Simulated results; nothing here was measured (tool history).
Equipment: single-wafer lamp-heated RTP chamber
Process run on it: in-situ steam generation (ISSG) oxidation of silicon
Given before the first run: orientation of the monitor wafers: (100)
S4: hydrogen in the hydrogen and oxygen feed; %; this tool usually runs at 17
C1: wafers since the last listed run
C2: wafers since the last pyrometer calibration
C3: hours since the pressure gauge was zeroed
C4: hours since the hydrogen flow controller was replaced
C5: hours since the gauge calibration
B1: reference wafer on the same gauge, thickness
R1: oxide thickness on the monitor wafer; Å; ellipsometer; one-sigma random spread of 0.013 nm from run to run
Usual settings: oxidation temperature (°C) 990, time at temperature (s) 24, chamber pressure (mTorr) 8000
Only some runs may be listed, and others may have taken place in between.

run 1 hour=0.0 | oxidation_temperature_(°C)=990 time_at_temperature_(s)=24 chamber_pressure_(mTorr)=8000 S4=17 | C1=0 C2=5868 C3=999.9 C4=3148.0 C5=551.5 | B1=4.970 | R1=56.39
run 2 hour=22.1 | oxidation_temperature_(°C)=990 time_at_temperature_(s)=24 chamber_pressure_(mTorr)=8000 S4=17 | C1=156 C2=6024 C3=1022.0 C4=3170.1 C5=573.6 | B1=4.969 | R1=56.16
run 3 hour=41.1 | oxidation_temperature_(°C)=990 time_at_temperature_(s)=24 chamber_pressure_(mTorr)=8000 S4=17 | C1=134 C2=6158 C3=1041.0 C4=3189.1 C5=592.6 | B1=4.969 | R1=56.26
run 4 hour=63.0 | oxidation_temperature_(°C)=990 time_at_temperature_(s)=24 chamber_pressure_(mTorr)=9000 S4=11 | C1=154 C2=6313 C3=1062.9 C4=3211.0 C5=614.5 | B1=4.972 | R1=51.20
run 5 hour=85.6 | oxidation_temperature_(°C)=990 time_at_temperature_(s)=24 chamber_pressure_(mTorr)=9000 S4=11 | C1=159 C2=6473 C3=1085.5 C4=3233.6 C5=637.1 | B1=4.971 | R1=51.18
run 6 hour=115.6 | oxidation_temperature_(°C)=990 time_at_temperature_(s)=24 chamber_pressure_(mTorr)=8000 S4=17 | C1=211 C2=6685 C3=1115.5 C4=3263.6 C5=667.1 | B1=4.971 | R1=56.56
run 7 hour=138.1 | oxidation_temperature_(°C)=990 time_at_temperature_(s)=24 chamber_pressure_(mTorr)=8000 S4=17 | C1=158 C2=6844 C3=1138.0 C4=3286.1 C5=689.6 | B1=4.972 | R1=56.45
-- hour=147.2 pyrometer window cleaned and pyrometer calibrated
run 8 hour=159.7 | oxidation_temperature_(°C)=990 time_at_temperature_(s)=24 chamber_pressure_(mTorr)=7300 S4=20 | C1=96 C2=88 C3=1159.6 C4=3307.7 C5=711.2 | B1=4.970 | R1=57.73
run 9 hour=175.1 | oxidation_temperature_(°C)=990 time_at_temperature_(s)=24 chamber_pressure_(mTorr)=7300 S4=20 | C1=108 C2=196 C3=1175.0 C4=3323.1 C5=726.6 | B1=4.970 | R1=57.74
run 10 hour=211.0 | oxidation_temperature_(°C)=990 time_at_temperature_(s)=24 chamber_pressure_(mTorr)=8000 S4=17 | C1=253 C2=450 C3=1210.9 C4=3359.0 C5=762.5 | B1=4.970 | R1=55.51
run 11 hour=225.3 | oxidation_temperature_(°C)=990 time_at_temperature_(s)=24 chamber_pressure_(mTorr)=8000 S4=17 | C1=101 C2=551 C3=1225.2 C4=3373.3 C5=776.8 | B1=4.972 | R1=55.59
run 12 hour=249.1 | oxidation_temperature_(°C)=990 time_at_temperature_(s)=16 chamber_pressure_(mTorr)=8000 S4=17 | C1=168 C2=719 C3=1249.0 C4=3397.1 C5=800.6 | B1=4.970 | R1=46.26
run 13 hour=276.4 | oxidation_temperature_(°C)=1010 time_at_temperature_(s)=24 chamber_pressure_(mTorr)=7500 S4=17 | C1=192 C2=912 C3=1276.3 C4=3424.4 C5=827.9 | B1=4.972 | R1=60.69
run 14 hour=310.0 | oxidation_temperature_(°C)=990 time_at_temperature_(s)=33 chamber_pressure_(mTorr)=8000 S4=23 | C1=237 C2=1150 C3=1309.9 C4=3458.0 C5=861.5 | B1=4.969 | R1=69.67
run 15 hour=343.5 | oxidation_temperature_(°C)=990 time_at_temperature_(s)=24 chamber_pressure_(mTorr)=8000 S4=14 | C1=236 C2=1386 C3=1343.4 C4=3491.5 C5=895.0 | B1=4.968 | R1=53.24
-- hour=361.0 hydrogen flow controller replaced
run 16 hour=374.7 | oxidation_temperature_(°C)=974 time_at_temperature_(s)=24 chamber_pressure_(mTorr)=6900 S4=17 | C1=163 C2=1550 C3=1374.6 C4=13.7 C5=926.2 | B1=4.968 | R1=52.11
run 17 hour=397.2 | oxidation_temperature_(°C)=990 time_at_temperature_(s)=24 chamber_pressure_(mTorr)=8000 S4=17 | C1=158 C2=1709 C3=1397.1 C4=36.2 C5=948.7 | B1=4.969 | R1=55.82
run 18 hour=428.9 | oxidation_temperature_(°C)=990 time_at_temperature_(s)=24 chamber_pressure_(mTorr)=8000 S4=17 | C1=223 C2=1933 C3=1428.8 C4=67.9 C5=980.4 | B1=4.974 | R1=55.73
-- hour=433.8 gauge calibrated
run 19 hour=453.3 | oxidation_temperature_(°C)=981 time_at_temperature_(s)=24 chamber_pressure_(mTorr)=7200 S4=21 | C1=172 C2=2105 C3=1453.2 C4=92.3 C5=19.5 | B1=4.970 | R1=56.28
run 20 hour=473.6 | oxidation_temperature_(°C)=990 time_at_temperature_(s)=24 chamber_pressure_(mTorr)=6900 S4=17 | C1=143 C2=2249 C3=1473.5 C4=112.6 C5=39.8 | B1=4.973 | R1=55.33
run 21 hour=495.4 | oxidation_temperature_(°C)=1003 time_at_temperature_(s)=24 chamber_pressure_(mTorr)=7100 S4=21 | C1=154 C2=2403 C3=1495.3 C4=134.4 C5=61.6 | B1=4.968 | R1=61.66
-- hour=523.7 pressure gauge zeroed
run 22 hour=525.2 | oxidation_temperature_(°C)=1009 time_at_temperature_(s)=31 chamber_pressure_(mTorr)=8400 S4=17 | C1=154 C2=2557 C3=1.5 C4=164.2 C5=91.4 | B1=4.971 | R1=69.04
run 23 hour=550.6 | oxidation_temperature_(°C)=980 time_at_temperature_(s)=27 chamber_pressure_(mTorr)=9300 S4=23 | C1=179 C2=2736 C3=26.9 C4=189.6 C5=116.8 | B1=4.970 | R1=60.21
run 24 hour=580.2 | oxidation_temperature_(°C)=1001 time_at_temperature_(s)=24 chamber_pressure_(mTorr)=8000 S4=17 | C1=209 C2=2945 C3=56.5 C4=219.2 C5=146.4 | B1=4.971 | R1=58.49
run 25 hour=605.3 | oxidation_temperature_(°C)=1003 time_at_temperature_(s)=24 chamber_pressure_(mTorr)=8000 S4=12 | C1=177 C2=3123 C3=81.6 C4=244.3 C5=171.5 | B1=4.971 | R1=54.93
run 26 hour=635.0 | oxidation_temperature_(°C)=1009 time_at_temperature_(s)=17 chamber_pressure_(mTorr)=8000 S4=23 | C1=209 C2=3333 C3=111.3 C4=274.0 C5=201.2 | B1=4.971 | R1=55.28
run 27 hour=668.9 | oxidation_temperature_(°C)=1006 time_at_temperature_(s)=24 chamber_pressure_(mTorr)=7400 S4=17 | C1=239 C2=3572 C3=145.2 C4=307.9 C5=235.1 | B1=4.969 | R1=59.43
run 28 hour=690.8 | oxidation_temperature_(°C)=990 time_at_temperature_(s)=24 chamber_pressure_(mTorr)=8000 S4=17 | C1=154 C2=3727 C3=167.1 C4=329.8 C5=257.0 | B1=4.968 | R1=55.98
run 29 hour=726.7 | oxidation_temperature_(°C)=990 time_at_temperature_(s)=30 chamber_pressure_(mTorr)=6900 S4=17 | C1=253 C2=3980 C3=203.0 C4=365.7 C5=292.9 | B1=4.970 | R1=61.88
run 30 hour=740.8 | oxidation_temperature_(°C)=990 time_at_temperature_(s)=24 chamber_pressure_(mTorr)=6900 S4=11 | C1=99 C2=4080 C3=217.1 C4=379.8 C5=307.0 | B1=4.969 | R1=50.44
run 31 hour=774.7 | oxidation_temperature_(°C)=990 time_at_temperature_(s)=24 chamber_pressure_(mTorr)=8000 S4=17 | C1=239 C2=4319 C3=251.0 C4=413.7 C5=340.9 | B1=4.972 | R1=56.04

Take each entry between the runs: how does the hidden state at the last listed run before it differ from the hidden state at the first listed run after it?
From run 7 to run 8: pyrometer window cleaned and pyrometer calibrated (hour 147.2)
  true wafer temperature minus pyrometer reading, K: 3.46 -> 0.134
  measured value less the no-hidden-state value, R1: +0.79 -> +0.03 Å
From run 15 to run 16: hydrogen flow controller replaced (hour 361.0)
  true wafer temperature minus pyrometer reading, K: 0.27 -> 0.317
  measured value less the no-hidden-state value, R1: +0.06 -> +0.06 Å
From run 18 to run 19: gauge calibrated (hour 433.8)
  true wafer temperature minus pyrometer reading, K: 0.415 -> 0.466
  measured value less the no-hidden-state value, R1: +0.09 -> +0.10 Å
From run 21 to run 22: pressure gauge zeroed (hour 523.7)
  true wafer temperature minus pyrometer reading, K: 0.564 -> 0.64
  measured value less the no-hidden-state value, R1: +0.16 -> +0.21 Å
